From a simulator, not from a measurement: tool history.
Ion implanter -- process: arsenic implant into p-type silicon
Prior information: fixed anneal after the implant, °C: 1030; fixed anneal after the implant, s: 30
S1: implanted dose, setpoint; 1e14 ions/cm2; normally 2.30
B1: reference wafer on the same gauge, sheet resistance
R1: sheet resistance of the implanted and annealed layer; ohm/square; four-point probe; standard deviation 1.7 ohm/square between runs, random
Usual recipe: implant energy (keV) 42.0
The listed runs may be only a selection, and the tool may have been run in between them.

{"run": 1, "hour": 0.0, "S1": 2.3, "implant energy (keV)": 42.0, "B1": 354.73, "R1": 360.17}
{"run": 2, "hour": 39.4, "S1": 2.3, "implant energy (keV)": 42.0, "B1": 354.82, "R1": 361.81}
{"run": 3, "hour": 87.0, "S1": 2.3, "implant energy (keV)": 42.0, "B1": 354.8, "R1": 361.95}
{"run": 4, "hour": 136.9, "S1": 1.84, "implant energy (keV)": 52.5, "B1": 355.39, "R1": 411.56}
{"run": 5, "hour": 225.5, "S1": 2.3, "implant energy (keV)": 42.0, "B1": 355.46, "R1": 359.07}
{"run": 6, "hour": 296.7, "S1": 2.3, "implant energy (keV)": 42.0, "B1": 356.5, "R1": 364.54}
{"run": 7, "hour": 335.8, "S1": 1.85, "implant energy (keV)": 42.0, "B1": 356.62, "R1": 425.71}
{"run": 8, "hour": 384.1, "S1": 1.85, "implant energy (keV)": 42.0, "B1": 356.65, "R1": 428.08}
{"run": 9, "hour": 489.3, "S1": 2.3, "implant energy (keV)": 42.0, "B1": 357.54, "R1": 364.97}
{"run": 10, "hour": 574.3, "S1": 2.3, "implant energy (keV)": 47.0, "B1": 357.97, "R1": 363.11}
{"run": 11, "hour": 639.5, "S1": 2.3, "implant energy (keV)": 47.0, "B1": 358.21, "R1": 361.59}
{"run": 12, "hour": 705.3, "S1": 2.3, "implant energy (keV)": 47.0, "B1": 359.4, "R1": 357.82}
{"run": 13, "hour": 750.0, "S1": 2.3, "implant energy (keV)": 42.0, "B1": 359.28, "R1": 365.52}
{"run": 14, "hour": 829.0, "S1": 2.3, "implant energy (keV)": 42.0, "B1": 359.89, "R1": 365.46}
{"run": 15, "hour": 891.4, "S1": 2.3, "implant energy (keV)": 42.0, "B1": 360.51, "R1": 368.49}
{"hour": 918.9, "done": "extraction supply calibrated"}
{"run": 16, "hour": 987.4, "S1": 2.3, "implant energy (keV)": 49.0, "B1": 361.09, "R1": 356.93}
{"run": 17, "hour": 1094.8, "S1": 1.8, "implant energy (keV)": 34.0, "B1": 361.66, "R1": 456.66}
{"run": 18, "hour": 1189.5, "S1": 1.98, "implant energy (keV)": 55.5, "B1": 362.51, "R1": 392.37}
{"hour": 1199.4, "done": "gauge calibrated"}
{"run": 19, "hour": 1260.6, "S1": 1.87, "implant energy (keV)": 42.0, "B1": 345.72, "R1": 409.58}

Forecast run 20:
{"hour": 1308.9, "done": "Faraday cup replaced and dose calibrated"}
{"run": 20, "hour": 1309.4, "S1": 1.8, "implant energy (keV)": 34.0, "B1": "?", "R1": "?"}

Run 20 gave B1 345.85, R1 438.70 ohm/square.
The same run, on a tool lacking any hidden state, would have yielded R1 441.14 ohm/square.
